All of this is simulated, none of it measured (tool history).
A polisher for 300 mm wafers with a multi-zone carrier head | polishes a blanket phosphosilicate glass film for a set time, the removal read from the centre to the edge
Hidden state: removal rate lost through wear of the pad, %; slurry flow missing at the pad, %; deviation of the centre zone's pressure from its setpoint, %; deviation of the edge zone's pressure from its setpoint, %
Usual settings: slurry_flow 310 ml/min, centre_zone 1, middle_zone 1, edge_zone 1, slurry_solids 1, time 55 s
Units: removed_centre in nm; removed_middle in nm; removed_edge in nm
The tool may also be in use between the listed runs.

run	hour	slurry_flow	centre_zone	middle_zone	edge_zone	slurry_solids	time	wafers since the last listed run	wafers polished on this pad	hours since the slurry nozzle was cleaned	hours since the centre zone pressure was calibrated	hours since the edge zone pressure was calibrated	hours since the carrier head's membrane was replaced	incoming thickness of the incoming film, nm	removed_centre	removed_middle	removed_edge
1	0	310	0.91	1	1	1	55	0	2123	75.9	937.8	204.2	692.4	3398.7	321.2	345.9	349.1
# hour 41.8: worn pad replaced by a new one
2	51.6	310	0.91	1	1	1	55	790	162	127.5	989.4	255.8	744	3450.6	341.1	369.2	374.9
3	89.6	310	1	1	1	1	55	631	793	165.5	1027.4	293.8	782	3504.6	359.1	361.7	361.1
4	117.8	310	1	1	1	1	55	468	1261	193.7	1055.6	322	810.2	3469.6	355.5	351.8	360.5
5	170.7	310	1	1	1	1	55	878	2140	246.6	1108.5	374.9	863.1	3464.9	332.3	331.1	346.1
# hour 203.3: worn pad replaced by a new one
6	210.6	310	1	1	1	1	55	596	121	286.5	1148.4	414.8	903	3460.3	359.3	352.8	367.5
7	272.1	310	1	1	1.05	0.9	55	1021	1143	348	1209.9	476.3	964.5	3467	320.5	324.6	344.5
# hour 289.1: centre zone pressure recalibrated
# hour 311.9: slurry nozzle cleaned
8	328	310	1	1	1.05	0.9	55	878	2021	16.1	38.9	532.2	1020.4	3498.7	331	331.3	337.9
# hour 340.1: carrier head's membrane replaced by a new one
# hour 347.8: worn pad replaced by a new one
9	360.3	310	1	1	1.05	0.9	55	386	207	48.4	71.2	564.5	20.2	3433.6	350.4	351.2	358.2
10	412.6	310	1	1	1	1	55	868	1075	100.7	123.5	616.8	72.5	3470.7	362	363.5	363.8
11	449.8	310	1	1	1	1	55	617	1693	137.9	160.7	654	109.7	3465.5	353.5	348.1	356.9
# hour 481.2: edge zone pressure recalibrated
# hour 516.8: worn pad replaced by a new one
12	519.2	310	0.93	1	1	1	55	1052	40	207.3	230.1	38	179.1	3462.5	338.3	353.1	362.6
13	565.1	310	1	1	1	1	55	762	802	253.2	276	83.9	225	3416	357.9	357.6	359.8
14	597.7	240	0.88	1	1	1.15	55	541	1344	285.8	308.6	116.5	257.6	3437.9	318.2	361.8	364.4
# hour 628.4: slurry nozzle cleaned
15	639.1	310	0.92	1	1	1	41	670	2015	10.7	350	157.9	299	3434.2	244	256.5	263
# hour 661: worn pad replaced by a new one
16	683.1	410	1	1	0.95	1	55	664	366	54.7	394	201.9	343	3383.4	371.8	377.3	367.4
17	752.7	310	1	1	1	1	55	1155	1522	124.3	463.6	271.5	412.6	3463.8	357.6	353.6	355.9
18	809.7	310	0.96	1.1	1	0.85	38	946	2469	181.3	520.6	328.5	469.6	3378.4	207.3	229.2	219.1
# hour 836.3: worn pad replaced by a new one
19	840.2	345	0.94	1	1.07	1.3	55	440	64	211.8	551.1	359	500.1	3437	389.5	404.8	419.4

What the log doesn't show, run by run:
deviation of the centre zone's pressure from its setpoint, %: 0 in every run
deviation of the edge zone's pressure from its setpoint, %: 0 in every run
H1: removal rate lost through wear of the pad, %
H2: slurry flow missing at the pad, %
run	H1	H2
1	6.81	12.6
2	0.671	15.7
3	1.47	19.1
4	2.74	22.2
5	6.68	29.2
6	0.242	35.6
7	1.95	47.5
8	5.89	2.76
9	1.15	3.39
10	2.62	5.75
11	4.88	8.44
12	1.16	15.7
13	2.01	22.1
14	3.55	27.4
15	6.61	3.4
16	0.984	4.27
17	3.87	8.03
18	8.85	13.3
19	1.58	16.9
